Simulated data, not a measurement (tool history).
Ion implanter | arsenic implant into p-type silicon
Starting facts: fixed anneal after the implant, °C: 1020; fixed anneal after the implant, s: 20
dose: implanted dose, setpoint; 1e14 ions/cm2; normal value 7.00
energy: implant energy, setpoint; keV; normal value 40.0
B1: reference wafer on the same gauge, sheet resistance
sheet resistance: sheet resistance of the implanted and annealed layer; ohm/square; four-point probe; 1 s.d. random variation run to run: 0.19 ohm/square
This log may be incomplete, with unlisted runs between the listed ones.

run 1 day=0.000 | dose=7.00 energy=40.0 | B1=127.02 | sheet_resistance=125.20
run 2 day=2.817 | dose=7.00 energy=40.0 | B1=127.02 | sheet_resistance=124.94
run 3 day=5.450 | dose=7.00 energy=40.0 | B1=126.97 | sheet_resistance=124.54
run 4 day=6.600 | dose=7.00 energy=40.0 | B1=127.00 | sheet_resistance=124.43
run 5 day=8.121 | dose=7.00 energy=40.0 | B1=127.01 | sheet_resistance=124.85
run 6 day=10.258 | dose=7.00 energy=40.0 | B1=127.00 | sheet_resistance=124.29
run 7 day=12.333 | dose=7.00 energy=40.0 | B1=126.99 | sheet_resistance=124.54
run 8 day=14.433 | dose=7.00 energy=40.0 | B1=127.03 | sheet_resistance=123.86
-- day=15.346 gauge calibrated
-- day=16.742 Faraday cup replaced and dose calibrated
run 9 day=17.279 | dose=7.00 energy=40.0 | B1=127.01 | sheet_resistance=128.41
run 10 day=19.662 | dose=7.71 energy=52.0 | B1=127.04 | sheet_resistance=114.79
-- day=21.612 extraction supply calibrated
run 11 day=21.938 | dose=8.20 energy=27.0 | B1=126.99 | sheet_resistance=122.20
run 12 day=23.825 | dose=5.10 energy=40.0 | B1=127.01 | sheet_resistance=163.04
run 13 day=26.438 | dose=6.22 energy=50.0 | B1=127.01 | sheet_resistance=135.34
run 14 day=28.033 | dose=8.82 energy=27.0 | B1=127.05 | sheet_resistance=116.12
run 15 day=30.771 | dose=7.00 energy=40.0 | B1=126.95 | sheet_resistance=127.76

Branching from run 15: 5 alternative next runs. What would each branch give?
run A day=30.788 | dose=7.00 energy=49.0 | B1=? | sheet_resistance=?
run B day=30.788 | dose=5.77 energy=53.0 | B1=? | sheet_resistance=?
run C day=30.788 | dose=4.96 energy=52.0 | B1=? | sheet_resistance=?
run D day=30.788 | dose=5.61 energy=43.5 | B1=? | sheet_resistance=?
run E day=30.788 | dose=8.55 energy=26.5 | B1=? | sheet_resistance=?

run=A B1=127.00 sheet_resistance=123.55
run=B B1=127.00 sheet_resistance=141.77
run=C B1=127.00 sheet_resistance=159.67
run=D B1=127.00 sheet_resistance=148.80
run=E B1=127.00 sheet_resistance=118.42
Without the tool's hidden state the same runs would have given:
run=A sheet_resistance=124.76
run=B sheet_resistance=143.18
run=C sheet_resistance=161.26
run=D sheet_resistance=150.27
run=E sheet_resistance=119.45

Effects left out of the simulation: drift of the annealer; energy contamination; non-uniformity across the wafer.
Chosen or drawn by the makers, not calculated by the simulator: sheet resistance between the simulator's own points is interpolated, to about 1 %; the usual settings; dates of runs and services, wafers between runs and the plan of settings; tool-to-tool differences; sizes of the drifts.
